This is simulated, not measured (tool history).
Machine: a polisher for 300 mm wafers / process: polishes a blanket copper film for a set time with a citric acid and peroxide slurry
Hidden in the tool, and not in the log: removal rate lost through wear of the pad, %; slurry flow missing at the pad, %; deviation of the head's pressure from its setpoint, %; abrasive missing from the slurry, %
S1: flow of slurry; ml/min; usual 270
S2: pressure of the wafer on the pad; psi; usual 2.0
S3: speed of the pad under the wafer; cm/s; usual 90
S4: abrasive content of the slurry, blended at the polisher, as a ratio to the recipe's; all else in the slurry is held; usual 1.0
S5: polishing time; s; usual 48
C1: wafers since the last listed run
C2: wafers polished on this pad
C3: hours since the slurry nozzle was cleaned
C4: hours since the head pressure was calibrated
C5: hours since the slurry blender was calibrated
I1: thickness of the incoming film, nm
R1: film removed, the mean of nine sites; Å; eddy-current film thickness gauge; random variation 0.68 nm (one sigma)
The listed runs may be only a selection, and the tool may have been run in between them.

run	day	S1	S2	S3	S4	S5	C1	C2	C3	C4	C5	I1	R1
1	0.000	270	2.0	90	1.0	42	0	1125	429.8	1019.4	146.9	522.0	482
2	0.675	270	2.0	90	1.0	48	124	1249	446.0	1035.6	163.1	539.6	561
# day 1.042: worn pad replaced by a new one
3	1.725	270	2.0	90	1.0	48	162	125	471.2	1060.8	188.3	532.5	550
# day 2.150: slurry blender recalibrated
4	2.992	270	2.0	90	1.0	48	217	342	501.6	1091.2	20.2	535.9	573
5	3.621	270	2.0	90	1.0	48	115	458	516.7	1106.3	35.3	535.9	566
6	4.917	270	2.0	90	1.0	48	238	697	547.8	1137.4	66.4	538.1	577
7	6.158	270	2.0	90	1.0	48	228	925	577.6	1167.2	96.2	523.0	564
8	6.896	270	2.0	90	1.0	48	135	1061	595.3	1184.9	113.9	533.1	569
9	7.504	270	2.0	90	1.0	48	111	1172	609.9	1199.5	128.5	540.2	561
# day 8.862: slurry blender recalibrated
# day 8.904: worn pad replaced by a new one
10	8.925	270	2.0	90	1.0	48	237	3	644.0	1233.6	1.5	520.1	579
11	9.375	270	2.0	90	1.0	34	82	86	654.8	1244.4	12.3	529.0	413
# day 10.329: head pressure recalibrated
12	10.850	270	1.7	90	1.0	59	255	342	690.2	12.5	47.7	528.4	674

What does the tool deliver on the next run?
# day 11.592: slurry nozzle cleaned
13	12.317	270	2.0	90	1.2	32	262	604	17.4	47.7	82.9	524.3	?

R1: 429 Å
Take away the tool's hidden state, keep the run-to-run variation as it was, and the same run would have given R1 456 Å.
